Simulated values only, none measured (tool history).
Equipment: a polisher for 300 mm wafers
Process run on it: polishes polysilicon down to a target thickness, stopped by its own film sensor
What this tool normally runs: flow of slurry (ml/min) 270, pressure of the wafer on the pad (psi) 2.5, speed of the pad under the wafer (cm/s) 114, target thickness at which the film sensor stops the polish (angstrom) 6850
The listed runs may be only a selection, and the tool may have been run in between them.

run	day	flow of slurry (ml/min)	pressure of the wafer on the pad (psi)	speed of the pad under the wafer (cm/s)	target thickness at which the film sensor stops the polish (angstrom)	wafers since the last listed run	wafers polished on this pad	hours since the slurry nozzle was cleaned	hours since the head pressure was calibrated	incoming thickness of the incoming film, nm	time until the film sensor stopped the polish (s)
1	0	270	2.5	114	6850	0	1004	346.1	476.2	1120.4	49.7
2	1.354	270	2.5	114	6850	323	1328	378.6	508.7	1097.2	47.8
# day 1.804: worn pad replaced by a new one
3	2.162	270	2.5	98	6850	153	85	398	528.1	1131.7	56.3
4	2.821	270	2.5	98	6850	157	243	413.8	543.9	1121.8	55.8
5	4.217	270	2.5	98	6850	333	576	447.3	577.4	1122.1	56.1
6	4.958	270	2.5	114	6850	177	754	465.1	595.2	1109.9	48.2
7	5.942	270	2.5	114	6850	235	989	488.7	618.8	1113	48.6
8	6.646	270	2.5	114	6850	168	1157	505.6	635.7	1119.7	49.5
9	7.462	270	3	114	6850	195	1352	525.2	655.3	1113.1	41.6
# day 7.704: worn pad replaced by a new one
10	8.5	215	2.5	114	6850	208	189	550.1	680.2	1094.8	46
11	9.317	215	2.5	114	6850	195	385	569.7	699.8	1089.7	46
12	10.071	270	2.5	92	6850	180	565	587.8	717.9	1116.5	59.4
13	10.904	270	2.5	92	6850	199	764	607.8	737.9	1106.9	58.8
# day 11.233: slurry nozzle cleaned
14	12.396	270	2.5	114	6850	346	1111	27.9	773.7	1117.3	49.6
# day 12.925: head pressure recalibrated
# day 13.262: worn pad replaced by a new one
15	13.283	270	2.5	114	6850	152	4	49.2	8.6	1101.8	44.8
16	13.821	270	2.5	114	6850	128	133	62.1	21.5	1125.4	47.9
17	14.858	270	2.5	114	6850	248	381	87	46.4	1127.4	49.4
18	15.988	270	1.9	114	6850	269	651	114.1	73.5	1100.2	60.8
19	17.021	235	3.1	144	7310	247	898	138.9	98.3	1120.7	28.8
20	18.004	320	3.3	152	8220	235	1133	162.5	121.9	1125.4	19.6
21	18.583	330	2	114	6850	138	1271	176.4	135.8	1103.8	58.9
# day 19.321: worn pad replaced by a new one
22	19.342	320	3.3	152	8220	141	5	194.6	154	1086.7	16.2
23	20.117	270	2.5	114	6850	185	190	213.2	172.6	1092.3	44.1
24	21.108	360	2.5	114	6850	237	427	237	196.4	1110.2	45.4
25	21.875	270	3.2	114	5460	183	610	255.4	214.8	1114.3	48.9
26	23.196	335	2.5	114	6430	315	926	287.1	246.5	1114.5	51.7
27	24.854	270	2.5	96	7420	396	1322	326.9	286.3	1125.3	52.9
28	25.546	270	2.5	114	7960	165	1488	343.5	302.9	1113.8	37.7
# day 26.088: worn pad replaced by a new one
29	27.025	270	1.9	114	7620	313	224	379	338.4	1105	49.5
30	28.404	350	2.5	134	6470	329	553	412.1	371.5	1112.4	43
31	28.908	270	2.5	114	6850	120	674	424.2	383.6	1096.4	44.8
32	29.629	245	2	154	6850	172	846	441.5	400.9	1112.7	45
33	30.312	220	3.2	80	7380	163	1010	457.9	417.3	1108.5	46.9
34	31.229	270	2.5	126	6850	219	1229	479.9	439.3	1123.8	45.8
# day 32.292: worn pad replaced by a new one
35	32.625	270	2.5	114	6850	293	79	513.4	472.8	1099.6	45.3

Entry by entry between the runs, the difference in hidden state between the last listed run before and the first listed run after:
Logged between run 2 and run 3: worn pad replaced by a new one (day 1.804)
  removal rate lost through wear of the pad, %: 7.18 -> 0.455
  measured value less the no-hidden-state value, time until the film sensor stopped the polish (s): +3.4 -> +0.3
Logged between run 9 and run 10: worn pad replaced by a new one (day 7.704)
  removal rate lost through wear of the pad, %: 6.56 -> 0.86
  measured value less the no-hidden-state value, time until the film sensor stopped the polish (s): +2.8 -> +0.4
Logged between run 13 and run 14: slurry nozzle cleaned (day 11.233)
  removal rate lost through wear of the pad, %: 2.7 -> 4.95
  measured value less the no-hidden-state value, time until the film sensor stopped the polish (s): +1.6 -> +2.4
Logged between run 14 and run 15: head pressure recalibrated (day 12.925); worn pad replaced by a new one (day 13.262)
  removal rate lost through wear of the pad, %: 4.95 -> 0.0811
  measured value less the no-hidden-state value, time until the film sensor stopped the polish (s): +2.4 -> +0
Logged between run 21 and run 22: worn pad replaced by a new one (day 19.321)
  removal rate lost through wear of the pad, %: 5.5 -> 0.193
  measured value less the no-hidden-state value, time until the film sensor stopped the polish (s): +3.3 -> +0
Logged between run 28 and run 29: worn pad replaced by a new one (day 26.088)
  removal rate lost through wear of the pad, %: 7.62 -> 0.666
  measured value less the no-hidden-state value, time until the film sensor stopped the polish (s): +2.9 -> +0.3
Logged between run 34 and run 35: worn pad replaced by a new one (day 32.292)
  removal rate lost through wear of the pad, %: 5.56 -> 0.431
  measured value less the no-hidden-state value, time until the film sensor stopped the polish (s): +2.6 -> +0.2
